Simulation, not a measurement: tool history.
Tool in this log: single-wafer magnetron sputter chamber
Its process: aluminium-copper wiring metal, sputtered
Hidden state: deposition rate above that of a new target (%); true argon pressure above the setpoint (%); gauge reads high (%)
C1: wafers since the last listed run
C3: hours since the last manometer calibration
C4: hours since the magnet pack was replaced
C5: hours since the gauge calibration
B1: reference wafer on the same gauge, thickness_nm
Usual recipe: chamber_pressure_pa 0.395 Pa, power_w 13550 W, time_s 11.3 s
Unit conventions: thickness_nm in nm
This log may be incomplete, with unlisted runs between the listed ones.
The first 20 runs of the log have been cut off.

{"run": 21, "hour": 334.3, "chamber_pressure_pa": 0.489, "power_w": 13550, "time_s": 12.5, "C1": 305, "wafers on the sputter target": 3499, "C3": 178.6, "C4": 64, "C5": 216.1, "B1": 265.109, "thickness_nm": 282.262}
{"hour": 342.9, "done": "gauge calibrated"}
{"run": 22, "hour": 349.4, "chamber_pressure_pa": 0.34, "power_w": 12600, "time_s": 12, "C1": 369, "wafers on the sputter target": 3868, "C3": 193.7, "C4": 79.1, "C5": 6.5, "B1": 264.791, "thickness_nm": 271.579}
{"run": 23, "hour": 365.7, "chamber_pressure_pa": 0.549, "power_w": 10700, "time_s": 10.1, "C1": 398, "wafers on the sputter target": 4267, "C3": 210, "C4": 95.4, "C5": 22.8, "B1": 265.093, "thickness_nm": 173.693}
{"run": 24, "hour": 377.9, "chamber_pressure_pa": 0.261, "power_w": 10350, "time_s": 13.2, "C1": 298, "wafers on the sputter target": 4565, "C3": 222.2, "C4": 107.6, "C5": 35, "B1": 264.967, "thickness_nm": 253.648}
{"hour": 395.3, "done": "sputter target and shields replaced"}
{"run": 25, "hour": 395.8, "chamber_pressure_pa": 0.395, "power_w": 13550, "time_s": 11.3, "C1": 241, "wafers on the sputter target": 11, "C3": 240.1, "C4": 125.5, "C5": 52.9, "B1": 265.05, "thickness_nm": 270.74}
{"run": 26, "hour": 404.7, "chamber_pressure_pa": 0.395, "power_w": 16300, "time_s": 11.3, "C1": 217, "wafers on the sputter target": 229, "C3": 249, "C4": 134.4, "C5": 61.8, "B1": 265.21, "thickness_nm": 325.892}
{"run": 27, "hour": 415.8, "chamber_pressure_pa": 0.395, "power_w": 14600, "time_s": 11.3, "C1": 271, "wafers on the sputter target": 500, "C3": 260.1, "C4": 145.5, "C5": 72.9, "B1": 264.75, "thickness_nm": 291.81}
{"run": 28, "hour": 429.4, "chamber_pressure_pa": 0.449, "power_w": 13550, "time_s": 13.3, "C1": 332, "wafers on the sputter target": 832, "C3": 273.7, "C4": 159.1, "C5": 86.5, "B1": 264.97, "thickness_nm": 307.971}
{"run": 29, "hour": 445.7, "chamber_pressure_pa": 0.395, "power_w": 13550, "time_s": 11.3, "C1": 398, "wafers on the sputter target": 1231, "C3": 290, "C4": 175.4, "C5": 102.8, "B1": 264.838, "thickness_nm": 268.945}
{"run": 30, "hour": 458.4, "chamber_pressure_pa": 0.395, "power_w": 11400, "time_s": 10.4, "C1": 310, "wafers on the sputter target": 1541, "C3": 302.7, "C4": 188.1, "C5": 115.5, "B1": 264.934, "thickness_nm": 208.54}
{"run": 31, "hour": 467.2, "chamber_pressure_pa": 0.275, "power_w": 13550, "time_s": 11.3, "C1": 215, "wafers on the sputter target": 1756, "C3": 311.5, "C4": 196.9, "C5": 124.3, "B1": 265.162, "thickness_nm": 288.61}

Consider 3 possible next runs. They are alternatives, not a sequence: every one starts from the tool as it was left by run 31. What does each give?
{"run": "A", "hour": 467.6, "chamber_pressure_pa": 0.395, "power_w": 13550, "time_s": 11.3, "C1": 9, "wafers on the sputter target": 1766, "C3": 311.9, "C4": 197.3, "C5": 124.7, "B1": "?", "thickness_nm": "?"}
{"run": "B", "hour": 467.6, "chamber_pressure_pa": 0.516, "power_w": 14550, "time_s": 11.3, "C1": 9, "wafers on the sputter target": 1766, "C3": 311.9, "C4": 197.3, "C5": 124.7, "B1": "?", "thickness_nm": "?"}
{"run": "C", "hour": 467.6, "chamber_pressure_pa": 0.277, "power_w": 15750, "time_s": 11.3, "C1": 9, "wafers on the sputter target": 1766, "C3": 311.9, "C4": 197.3, "C5": 124.7, "B1": "?", "thickness_nm": "?"}

run=A B1=265.283 thickness_nm=269.095
run=B B1=265.283 thickness_nm=270.682
run=C B1=265.283 thickness_nm=333.903
Without the tool's unlogged condition, the same runs would have read:
run=A thickness_nm=272.857
run=B thickness_nm=274.465
run=C thickness_nm=338.571
